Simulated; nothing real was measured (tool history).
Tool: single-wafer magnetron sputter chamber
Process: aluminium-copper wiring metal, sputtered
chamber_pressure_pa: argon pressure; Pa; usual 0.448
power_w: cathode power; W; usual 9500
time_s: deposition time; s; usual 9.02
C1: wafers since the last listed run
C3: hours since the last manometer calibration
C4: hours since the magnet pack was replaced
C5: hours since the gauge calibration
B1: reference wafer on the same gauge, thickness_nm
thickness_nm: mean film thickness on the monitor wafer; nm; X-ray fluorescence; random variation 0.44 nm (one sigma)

run 1 day=0 | chamber_pressure_pa=0.448 power_w=9500 time_s=10.3 | C1=0 wafers_on_the_sputter_target=4086 C3=1174.9 C4=5325.9 C5=144.6 | B1=144.887 | thickness_nm=172.51
run 2 day=1.4 | chamber_pressure_pa=0.448 power_w=9500 time_s=10.4 | C1=1171 wafers_on_the_sputter_target=5258 C3=1208.5 C4=5359.5 C5=178.2 | B1=145.076 | thickness_nm=172.966
run 3 day=3.592 | chamber_pressure_pa=0.448 power_w=9500 time_s=10.4 | C1=1834 wafers_on_the_sputter_target=7093 C3=1261.1 C4=5412.1 C5=230.8 | B1=144.975 | thickness_nm=171.029
-- day=3.946 sputter target and shields replaced
run 4 day=4.671 | chamber_pressure_pa=0.403 power_w=9500 time_s=9.02 | C1=624 wafers_on_the_sputter_target=606 C3=1287 C4=5438 C5=256.7 | B1=144.791 | thickness_nm=155.319
run 5 day=7.258 | chamber_pressure_pa=0.403 power_w=9500 time_s=9.02 | C1=2165 wafers_on_the_sputter_target=2772 C3=1349.1 C4=5500.1 C5=318.8 | B1=144.919 | thickness_nm=154.603
run 6 day=8.533 | chamber_pressure_pa=0.448 power_w=9500 time_s=9.02 | C1=1067 wafers_on_the_sputter_target=3839 C3=1379.7 C4=5530.7 C5=349.4 | B1=144.995 | thickness_nm=149.798
run 7 day=10.488 | chamber_pressure_pa=0.448 power_w=10500 time_s=9.02 | C1=1635 wafers_on_the_sputter_target=5474 C3=1426.6 C4=5577.6 C5=396.3 | B1=145.099 | thickness_nm=157.789
-- day=12.35 sputter target and shields replaced
run 8 day=13.483 | chamber_pressure_pa=0.448 power_w=10500 time_s=9.02 | C1=2228 wafers_on_the_sputter_target=947 C3=1498.5 C4=5649.5 C5=468.2 | B1=145.013 | thickness_nm=162.128
run 9 day=15.725 | chamber_pressure_pa=0.448 power_w=10500 time_s=9.02 | C1=1876 wafers_on_the_sputter_target=2823 C3=1552.3 C4=5703.3 C5=522 | B1=144.917 | thickness_nm=160.681
run 10 day=18.025 | chamber_pressure_pa=0.448 power_w=9500 time_s=9.02 | C1=1925 wafers_on_the_sputter_target=4748 C3=1607.5 C4=5758.5 C5=577.2 | B1=145.028 | thickness_nm=148.347
-- day=19.912 magnet pack replaced
run 11 day=19.933 | chamber_pressure_pa=0.589 power_w=9500 time_s=9.02 | C1=1318 wafers_on_the_sputter_target=6066 C3=1653.3 C4=0.5 C5=623 | B1=144.799 | thickness_nm=137.954
run 12 day=21.229 | chamber_pressure_pa=0.448 power_w=9500 time_s=9.02 | C1=1084 wafers_on_the_sputter_target=7151 C3=1684.4 C4=31.6 C5=654.1 | B1=145.187 | thickness_nm=147.554
-- day=21.571 gauge calibrated
run 13 day=22.442 | chamber_pressure_pa=0.448 power_w=9500 time_s=9.02 | C1=1014 wafers_on_the_sputter_target=8166 C3=1713.5 C4=60.7 C5=20.9 | B1=144.911 | thickness_nm=146.068
-- day=23.083 sputter target and shields replaced
run 14 day=25.279 | chamber_pressure_pa=0.315 power_w=9500 time_s=10.48 | C1=2096 wafers_on_the_sputter_target=1837 C3=1781.6 C4=128.8 C5=89 | B1=145.021 | thickness_nm=188.094
run 15 day=27.862 | chamber_pressure_pa=0.508 power_w=10400 time_s=10.76 | C1=2162 wafers_on_the_sputter_target=3999 C3=1843.6 C4=190.8 C5=151 | B1=144.899 | thickness_nm=182.568
run 16 day=29.312 | chamber_pressure_pa=0.448 power_w=9500 time_s=9.02 | C1=1213 wafers_on_the_sputter_target=5213 C3=1878.4 C4=225.6 C5=185.8 | B1=144.905 | thickness_nm=148.023
-- day=30.254 capacitance manometer re-zeroed and calibrated
run 17 day=30.708 | chamber_pressure_pa=0.448 power_w=11300 time_s=9.02 | C1=889 wafers_on_the_sputter_target=6102 C3=10.9 C4=259.1 C5=219.3 | B1=145.13 | thickness_nm=169.15
run 18 day=32.712 | chamber_pressure_pa=0.283 power_w=9500 time_s=7.62 | C1=1677 wafers_on_the_sputter_target=7780 C3=59 C4=307.2 C5=267.4 | B1=145.033 | thickness_nm=136.383
-- day=33.996 sputter target and shields replaced
run 19 day=35.667 | chamber_pressure_pa=0.448 power_w=9500 time_s=8.2 | C1=2193 wafers_on_the_sputter_target=1398 C3=129.9 C4=378.1 C5=338.3 | B1=144.931 | thickness_nm=141.01
run 20 day=37.829 | chamber_pressure_pa=0.448 power_w=8600 time_s=9.02 | C1=1810 wafers_on_the_sputter_target=3208 C3=181.8 C4=430 C5=390.2 | B1=144.863 | thickness_nm=143.738

Forecast each of these 3 alternatives for the next run:
run A day=37.846 | chamber_pressure_pa=0.448 power_w=11050 time_s=9.02 | C1=13 wafers_on_the_sputter_target=3222 C3=182.2 C4=430.4 C5=390.6 | B1=? | thickness_nm=?
run B day=37.846 | chamber_pressure_pa=0.288 power_w=7600 time_s=8.3 | C1=13 wafers_on_the_sputter_target=3222 C3=182.2 C4=430.4 C5=390.6 | B1=? | thickness_nm=?
run C day=37.846 | chamber_pressure_pa=0.547 power_w=10350 time_s=9.71 | C1=13 wafers_on_the_sputter_target=3222 C3=182.2 C4=430.4 C5=390.6 | B1=? | thickness_nm=?

run=A B1=144.983 thickness_nm=169.103
run=B B1=144.983 thickness_nm=133.908
run=C B1=144.983 thickness_nm=166.469
Without the tool's hidden state the same runs would have given:
run=A thickness_nm=172.669
run=B thickness_nm=136.681
run=C thickness_nm=170.017
